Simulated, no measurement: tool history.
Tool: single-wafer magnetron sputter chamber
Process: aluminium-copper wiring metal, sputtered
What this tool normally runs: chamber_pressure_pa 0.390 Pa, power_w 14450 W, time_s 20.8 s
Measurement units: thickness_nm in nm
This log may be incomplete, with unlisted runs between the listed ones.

| run | day | chamber_pressure_pa | power_w | time_s | read-back reference wafer on the same gauge, thickness_nm | thickness_nm |
|---|---|---|---|---|---|---|
| 1 | 0.000 | 0.390 | 14450 | 20.8 | 564.495 | 511.985 |
|  | 0.275 | sputter target and shields replaced |
| 2 | 2.342 | 0.338 | 14450 | 23.1 | 564.873 | 595.212 |
| 3 | 4.938 | 0.390 | 14450 | 20.8 | 565.475 | 525.424 |
| 4 | 6.258 | 0.390 | 14450 | 20.8 | 565.145 | 520.994 |
| 5 | 8.700 | 0.390 | 14450 | 24.0 | 564.776 | 599.224 |
| 6 | 11.308 | 0.390 | 14450 | 24.0 | 564.761 | 599.104 |
| 7 | 13.175 | 0.390 | 14450 | 24.0 | 564.602 | 592.400 |
| 8 | 15.067 | 0.390 | 11950 | 17.7 | 565.290 | 371.540 |
| 9 | 16.946 | 0.390 | 15650 | 20.8 | 565.204 | 541.242 |
|  | 18.196 | magnet pack replaced |
|  | 19.571 | sputter target and shields replaced |
| 10 | 19.592 | 0.390 | 14450 | 20.8 | 564.890 | 488.231 |
| 11 | 22.329 | 0.390 | 14450 | 20.8 | 565.182 | 482.768 |
| 12 | 24.600 | 0.390 | 14450 | 20.8 | 564.991 | 476.344 |
|  | 26.142 | gauge calibrated |
| 13 | 26.846 | 0.504 | 17250 | 20.8 | 564.973 | 534.427 |
| 14 | 29.675 | 0.490 | 14450 | 23.0 | 564.538 | 511.203 |
|  | 30.292 | sputter target and shields replaced, repeated, since the last time left the tool worse |
| 15 | 30.979 | 0.390 | 14450 | 20.8 | 565.356 | 529.007 |

Run 16, settings as shown, results not yet in. Your forecast:
| 16 | 35.950 | 0.390 | 11850 | 17.3 | ? | ? |

{"run 16": {"read-back reference wafer on the same gauge, thickness_nm": 564.936, "thickness_nm": 370.59}}
If the tool had no hidden condition, the same run with the same run-to-run variation would have returned thickness_nm 378.626 nm.

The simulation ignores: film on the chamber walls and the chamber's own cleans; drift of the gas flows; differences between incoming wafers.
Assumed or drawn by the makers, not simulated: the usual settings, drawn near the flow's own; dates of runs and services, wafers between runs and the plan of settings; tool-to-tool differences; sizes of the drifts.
